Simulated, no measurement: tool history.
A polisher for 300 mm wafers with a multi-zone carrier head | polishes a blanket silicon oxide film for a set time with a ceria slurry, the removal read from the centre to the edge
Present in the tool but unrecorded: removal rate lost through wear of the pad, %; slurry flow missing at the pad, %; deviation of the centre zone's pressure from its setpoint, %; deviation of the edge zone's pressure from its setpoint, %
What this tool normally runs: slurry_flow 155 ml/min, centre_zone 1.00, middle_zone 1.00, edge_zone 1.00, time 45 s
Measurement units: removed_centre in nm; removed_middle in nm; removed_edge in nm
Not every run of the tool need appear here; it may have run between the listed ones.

run   hour  slurry_flow  centre_zone  middle_zone  edge_zone  time  wafers since the last listed run  wafers polished on this pad  hours since the slurry nozzle was cleaned  hours since the centre zone pressure was calibrated  hours since the edge zone pressure was calibrated  hours since the carrier head's membrane was replaced  incoming thickness of the incoming film, nm  removed_centre  removed_middle  removed_edge
  1    0.0          155         1.09         1.00       1.00    45                                 0                          262                                      399.1                                                161.3                                              722.3                                                 961.7                                        775.8           124.8           118.6         115.5
  2   28.1          155         1.09         1.00       1.00    45                               372                          635                                      427.2                                                189.4                                              750.4                                                 989.8                                        780.7           121.7           116.3         111.4
      58.3  -- worn pad replaced by a new one
  3   58.8          155         1.00         1.00       1.08    45                               354                            6                                      457.9                                                220.1                                              781.1                                                1020.5                                        771.5           110.6           115.0         119.5
  4   75.3          155         1.00         1.00       1.08    45                               218                          224                                      474.4                                                236.6                                              797.6                                                1037.0                                        774.1           109.4           117.1         117.7
  5  105.4          155         1.00         1.06       0.90    45                               399                          624                                      504.5                                                266.7                                              827.7                                                1067.1                                        777.3           114.0           121.3         108.5
     130.1  -- slurry nozzle cleaned
  6  131.1          155         1.00         1.06       0.90    45                               327                          951                                        1.0                                                292.4                                              853.4                                                1092.8                                        793.7           113.9           126.5         110.2
     147.2  -- worn pad replaced by a new one
  7  147.7          155         1.00         1.06       0.90    45                               167                            7                                       17.6                                                309.0                                              870.0                                                1109.4                                        774.9           116.8           126.0         110.4
  8  173.8          155         0.94         0.93       1.00    45                               346                          353                                       43.7                                                335.1                                              896.1                                                1135.5                                        783.0           110.0           112.8         114.0
     198.7  -- carrier head's membrane replaced by a new one
  9  199.2          155         1.00         1.00       1.00    50                               270                          623                                       69.1                                                360.5                                              921.5                                                   0.5                                        795.7           129.4           130.6         129.9
 10  216.0          155         1.00         0.97       1.00    45                               222                          846                                       85.9                                                377.3                                              938.3                                                  17.3                                        787.2           114.0           116.4         114.0
     231.9  -- centre zone pressure recalibrated
     234.4  -- edge zone pressure recalibrated
     236.6  -- worn pad replaced by a new one
 11  250.4          155         1.00         1.00       1.00    45                               373                          182                                      120.3                                                 18.5                                               16.0                                                  51.7                                        779.3           114.6           118.1         114.9
 12  278.3          135         0.91         1.08       1.05    45                               370                          552                                      148.2                                                 46.4                                               43.9                                                  79.6                                        779.8           100.5           124.4         116.1
 13  305.4          155         1.11         1.00       1.00    45                               359                          912                                      175.3                                                 73.5                                               71.0                                                 106.7                                        767.7           127.3           117.7         113.6
     309.5  -- worn pad replaced by a new one
 14  338.7          155         1.03         1.00       0.92    45                               388                          387                                      208.6                                                106.8                                              104.3                                                 140.0                                        777.0           119.0           115.9         110.7
 15  368.2          155         1.00         1.00       1.00    45                               391                          779                                      238.1                                                136.3                                              133.8                                                 169.5                                        773.4           110.8           115.0         114.9

Below are 4 alternative next runs, each starting from the tool's condition after run 15. Predict each:
  A  368.6          155         1.00         1.00       1.00    45                                 5                          784                                      238.5                                                136.7                                              134.2                                                 169.9                                        790.6               ?               ?             ?
  B  368.6          170         1.00         0.95       1.00    45                                 5                          784                                      238.5                                                136.7                                              134.2                                                 169.9                                        790.6               ?               ?             ?
  C  368.6          155         1.00         1.00       1.00    33                                 5                          784                                      238.5                                                136.7                                              134.2                                                 169.9                                        790.6               ?               ?             ?
  D  368.6          190         0.96         0.92       0.90    45                                 5                          784                                      238.5                                                136.7                                              134.2                                                 169.9                                        790.6               ?               ?             ?

run  removed_centre  removed_middle  removed_edge
  A           113.4           116.9         115.5
  B           115.1           113.6         116.7
  C            83.1            85.7          84.7
  D           112.5           112.4         112.4
Without the tool's hidden state the same runs would have given:
run  removed_centre  removed_middle  removed_edge
  A           119.8           122.8         119.6
  B           121.3           118.9         120.6
  C            87.9            90.0          87.7
  D           118.1           117.3         115.9
